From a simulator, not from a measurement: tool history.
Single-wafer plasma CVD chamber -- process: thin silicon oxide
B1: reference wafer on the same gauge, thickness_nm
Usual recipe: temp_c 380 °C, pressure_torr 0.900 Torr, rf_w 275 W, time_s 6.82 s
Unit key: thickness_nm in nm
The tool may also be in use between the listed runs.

Run 1, day 0.000: usual settings but temp_c 386 °C, pressure_torr 1.029 Torr; B1 11.107. Result: thickness_nm 13.873 nm.
Run 2, day 1.454: usual settings but temp_c 386 °C, pressure_torr 1.029 Torr; B1 11.107. Result: thickness_nm 13.707 nm.
Run 3, day 4.221: usual settings but temp_c 386 °C, pressure_torr 1.029 Torr; B1 11.095. Result: thickness_nm 13.772 nm.
Run 4, day 6.604: usual settings; B1 11.107. Result: thickness_nm 12.906 nm.
Run 5, day 8.600: usual settings; B1 11.102. Result: thickness_nm 12.831 nm.
Run 6, day 11.021: usual settings; B1 11.117. Result: thickness_nm 12.723 nm.
At day 13.321: showerhead replaced.
Run 7, day 13.483: usual settings but rf_w 290 W; B1 11.113. Result: thickness_nm 13.078 nm.
Run 8, day 14.908: usual settings but rf_w 290 W; B1 11.123. Result: thickness_nm 13.028 nm.
Run 9, day 16.454: usual settings but pressure_torr 0.779 Torr; B1 11.082. Result: thickness_nm 11.644 nm.
At day 17.921: capacitance manometer re-zeroed and calibrated.
Run 10, day 17.942: usual settings but temp_c 388 °C, rf_w 290 W, time_s 8.07 s; B1 11.101. Result: thickness_nm 15.952 nm.
At day 20.429: RF generator calibrated.
Run 11, day 23.312: usual settings but temp_c 386 °C, pressure_torr 0.718 Torr; B1 11.095. Result: thickness_nm 11.393 nm.
At day 24.996: gauge calibrated.
Run 12, day 25.400: usual settings but temp_c 375 °C, rf_w 300 W, time_s 7.32 s; B1 11.093. Result: thickness_nm 14.571 nm.
At day 26.396: thermocouple changed; heater temperature recalibrated.
Run 13, day 26.683: usual settings but rf_w 295 W, time_s 5.82 s; B1 11.111. Result: thickness_nm 11.478 nm.
Run 14, day 27.750: usual settings; B1 11.099. Result: thickness_nm 13.082 nm.
Run 15, day 30.675: usual settings but temp_c 391 °C; B1 11.088. Result: thickness_nm 12.911 nm.
Run 16, day 32.200: usual settings; B1 11.096. Result: thickness_nm 13.003 nm.
Run 17, day 34.538: usual settings; B1 11.096. Result: thickness_nm 12.914 nm.

Branching from run 17: 3 alternative next runs. What would each branch give?
Run A, day 34.554: usual settings; B1 ?. Result: thickness_nm ?.
Run B, day 34.554: usual settings but time_s 5.85 s; B1 ?. Result: thickness_nm ?.
Run C, day 34.554: usual settings but temp_c 391 °C, pressure_torr 0.805 Torr, rf_w 310 W; B1 ?. Result: thickness_nm ?.

run      B1  thickness_nm
  A  11.098        12.866
  B  11.098        11.040
  C  11.098        12.583
Take away the tool's hidden state, keep each run's random variation, and the runs would have read:
run  thickness_nm
  A        13.304
  B        11.415
  C        13.049

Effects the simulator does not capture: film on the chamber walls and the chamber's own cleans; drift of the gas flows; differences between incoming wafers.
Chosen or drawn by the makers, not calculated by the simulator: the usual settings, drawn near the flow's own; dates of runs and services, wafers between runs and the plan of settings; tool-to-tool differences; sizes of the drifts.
